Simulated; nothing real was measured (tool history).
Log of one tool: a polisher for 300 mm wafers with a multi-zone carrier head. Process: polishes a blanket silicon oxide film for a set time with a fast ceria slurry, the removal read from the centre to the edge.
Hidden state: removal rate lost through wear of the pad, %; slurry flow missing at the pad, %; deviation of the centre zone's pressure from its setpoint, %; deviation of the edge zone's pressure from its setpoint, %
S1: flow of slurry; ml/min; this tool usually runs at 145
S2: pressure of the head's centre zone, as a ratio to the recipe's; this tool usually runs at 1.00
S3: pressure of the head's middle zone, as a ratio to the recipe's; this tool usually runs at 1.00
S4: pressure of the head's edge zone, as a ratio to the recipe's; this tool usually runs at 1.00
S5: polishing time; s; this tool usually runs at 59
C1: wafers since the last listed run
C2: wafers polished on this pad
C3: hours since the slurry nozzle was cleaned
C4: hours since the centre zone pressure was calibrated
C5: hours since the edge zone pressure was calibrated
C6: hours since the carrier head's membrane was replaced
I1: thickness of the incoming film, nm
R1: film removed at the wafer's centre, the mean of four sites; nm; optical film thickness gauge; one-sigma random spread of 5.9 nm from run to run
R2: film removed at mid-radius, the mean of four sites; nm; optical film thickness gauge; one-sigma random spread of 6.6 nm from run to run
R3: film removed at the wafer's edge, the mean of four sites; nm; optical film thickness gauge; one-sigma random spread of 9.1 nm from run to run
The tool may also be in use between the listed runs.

run,hour,S1,S2,S3,S4,S5,C1,C2,C3,C4,C5,C6,I1,R1,R2,R3
1,0.0,145,1.00,1.00,1.00,59,0,1268,288.9,745.7,124.3,17.7,3377.4,648.3,648.3,660.2
2,63.8,180,0.92,1.00,1.11,59,421,1689,352.7,809.5,188.1,81.5,3371.4,613.4,670.1,702.9
3,96.5,145,1.00,1.00,1.04,59,215,1905,385.4,842.2,220.8,114.2,3383.0,646.5,635.6,663.2
4,146.2,120,1.00,1.00,1.00,59,328,2233,435.1,891.9,270.5,163.9,3385.5,592.2,607.4,621.5
5,215.0,145,1.00,1.00,1.00,59,454,2687,503.9,960.7,339.3,232.7,3337.3,635.5,636.5,640.9
# hour 229.6: slurry nozzle cleaned
6,259.7,145,1.00,1.00,0.97,59,288,2976,30.1,1005.4,384.0,277.4,3340.6,613.8,629.2,641.6
7,317.0,100,1.00,0.97,1.00,59,378,3354,87.4,1062.7,441.3,334.7,3321.8,552.2,568.0,603.7
# hour 324.2: worn pad replaced by a new one
8,367.2,125,0.96,1.00,1.00,59,305,283,137.6,1112.9,491.5,384.9,3359.8,614.9,667.3,692.9
9,391.6,145,1.04,0.96,1.00,59,161,444,162.0,1137.3,515.9,409.3,3317.2,676.3,671.8,710.5
10,457.9,145,1.00,0.94,1.00,59,437,882,228.3,1203.6,582.2,475.6,3334.4,638.6,632.5,677.3
# hour 462.5: centre zone pressure recalibrated
11,507.0,145,1.09,0.90,1.11,51,311,1193,277.4,44.5,631.3,524.7,3307.9,630.0,526.7,600.9
12,532.7,145,1.07,1.09,0.93,78,169,1363,303.1,70.2,657.0,550.4,3299.1,941.0,901.0,838.5
13,561.7,185,1.07,0.95,1.00,77,191,1554,332.1,99.2,686.0,579.4,3379.7,956.8,840.8,877.9
14,631.1,145,1.00,1.00,1.05,59,458,2013,401.5,168.6,755.4,648.8,3305.4,649.9,635.4,670.3
15,702.5,145,1.00,1.00,0.98,59,471,2484,472.9,240.0,826.8,720.2,3356.1,639.7,639.2,637.5
# hour 727.6: slurry nozzle cleaned
16,740.0,145,1.00,1.00,1.00,59,241,2725,12.4,277.5,864.3,757.7,3349.3,637.6,634.4,656.6
17,783.0,145,1.00,1.00,1.00,59,283,3009,55.4,320.5,907.3,800.7,3311.8,651.6,624.4,642.1
# hour 844.0: worn pad replaced by a new one
18,853.4,145,0.92,1.00,0.89,59,438,62,125.8,390.9,977.7,871.1,3274.2,652.0,701.5,678.5
19,916.5,125,0.96,1.00,1.00,59,416,478,188.9,454.0,1040.8,934.2,3265.1,625.8,653.1,673.4
20,982.2,195,0.96,1.11,1.00,74,433,912,254.6,519.7,1106.5,999.9,3357.7,868.3,920.2,878.7
21,1037.4,145,1.08,1.00,1.00,42,364,1277,309.8,574.9,1161.7,1055.1,3375.3,502.3,459.3,466.9
# hour 1064.2: edge zone pressure recalibrated
22,1081.1,145,1.00,1.00,1.00,59,275,1552,353.5,618.6,16.9,1098.8,3325.6,661.8,653.7,655.1
# hour 1142.3: slurry nozzle cleaned
23,1151.0,145,1.00,1.00,1.00,41,454,2007,8.7,688.5,86.8,1168.7,3321.3,441.5,442.9,463.1

Forecast each of these 3 alternatives for the next run:
A,1151.4,145,1.06,1.00,1.00,59,2,2010,9.1,688.9,87.2,1169.1,3282.2,?,?,?
B,1151.4,160,0.95,1.09,1.00,78,2,2010,9.1,688.9,87.2,1169.1,3282.2,?,?,?
C,1151.4,105,1.00,0.93,1.00,59,2,2010,9.1,688.9,87.2,1169.1,3282.2,?,?,?

run,R1,R2,R3
A,676.3,643.1,655.4
B,818.8,909.5,878.1
C,581.1,570.8,619.8
What these runs would have given with no unlogged condition in the tool:
run,R1,R2,R3
A,764.7,717.2,731.0
B,925.9,1014.4,979.4
C,657.0,636.6,691.3
